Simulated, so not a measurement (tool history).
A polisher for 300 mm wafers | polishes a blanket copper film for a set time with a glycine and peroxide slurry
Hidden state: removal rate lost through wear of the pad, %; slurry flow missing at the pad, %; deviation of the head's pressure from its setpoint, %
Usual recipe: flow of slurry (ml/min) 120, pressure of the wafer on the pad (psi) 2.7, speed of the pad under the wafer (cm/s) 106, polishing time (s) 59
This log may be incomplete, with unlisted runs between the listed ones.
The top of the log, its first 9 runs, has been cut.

run   hour  flow of slurry (ml/min)  pressure of the wafer on the pad (psi)  speed of the pad under the wafer (cm/s)  polishing time (s)  wafers since the last listed run  wafers polished on this pad  hours since the slurry nozzle was cleaned  hours since the head pressure was calibrated  incoming thickness of the incoming film, nm  film removed (Å)
 10  223.9                      120                                     2.7                                       84                  59                                92                          404                                      366.9                                         688.6                                       2350.4              2384
 11  241.3                      120                                     2.7                                       84                  59                                98                          502                                      384.3                                         706.0                                       2366.2              2381
 12  249.8                      120                                     2.7                                       84                  59                                48                          551                                      392.8                                         714.5                                       2347.0              2380
 13  257.9                      120                                     3.2                                      106                  59                                45                          596                                      400.9                                         722.6                                       2314.3              3139
 14  265.1                      120                                     3.2                                      106                  59                                40                          637                                      408.1                                         729.8                                       2324.9              3116
     278.2  -- worn pad replaced by a new one
     280.5  -- head pressure recalibrated
 15  281.0                      120                                     2.7                                      106                  59                                56                            4                                      424.0                                           0.5                                       2333.7              2706
 16  288.4                      120                                     2.7                                      106                  59                                41                           46                                      431.4                                           7.9                                       2367.4              2645
 17  301.7                      120                                     2.7                                      106                  50                                75                          121                                      444.7                                          21.2                                       2373.6              2289
 18  312.2                      120                                     3.2                                       78                  59                                59                          181                                      455.2                                          31.7                                       2313.4              2508
 19  326.5                      140                                     2.7                                       88                  75                                80                          261                                      469.5                                          46.0                                       2370.5              3062
 20  341.4                      120                                     2.7                                      106                  74                                84                          346                                      484.4                                          60.9                                       2320.7              3353
 21  348.2                      140                                     2.2                                      106                  59                                38                          384                                      491.2                                          67.7                                       2301.9              2340
 22  357.1                      130                                     2.3                                       80                  46                                50                          435                                      500.1                                          76.6                                       2372.0              1552
 23  372.4                      120                                     2.7                                      106                  59                                86                          521                                      515.4                                          91.9                                       2361.7              2668
     387.5  -- slurry nozzle cleaned
 24  389.9                      100                                     2.7                                      106                  59                                93                          614                                        2.4                                         109.4                                       2355.9              2779
     400.5  -- worn pad replaced by a new one
 25  401.7                      120                                     2.7                                      106                  59                                44                            6                                       14.2                                         121.2                                       2358.4              2850
 26  418.6                      120                                     2.7                                      130                  59                                95                          102                                       31.1                                         138.1                                       2308.8              3258
 27  433.8                      120                                     2.9                                      106                  43                                85                          188                                       46.3                                         153.3                                       2356.3              2264
 28  446.5                      120                                     2.4                                      136                  59                                71                          260                                       59.0                                         166.0                                       2349.9              3037
 29  462.8                      120                                     2.7                                      106                  59                                92                          352                                       75.3                                         182.3                                       2373.7              2872
 30  480.7                      120                                     3.3                                       78                  74                               101                          453                                       93.2                                         200.2                                       2330.0              3431

Run 31, settings as shown, results not yet in. Your forecast:
     500.8  -- worn pad replaced by a new one
 31  528.9                      120                                     3.1                                      106                  67                               250                          158                                      141.4                                         248.4                                       2345.7                 ?

film removed (Å): 3574
If the tool had no hidden condition, the same run with the same run-to-run variation would have returned film removed (Å) 3670.
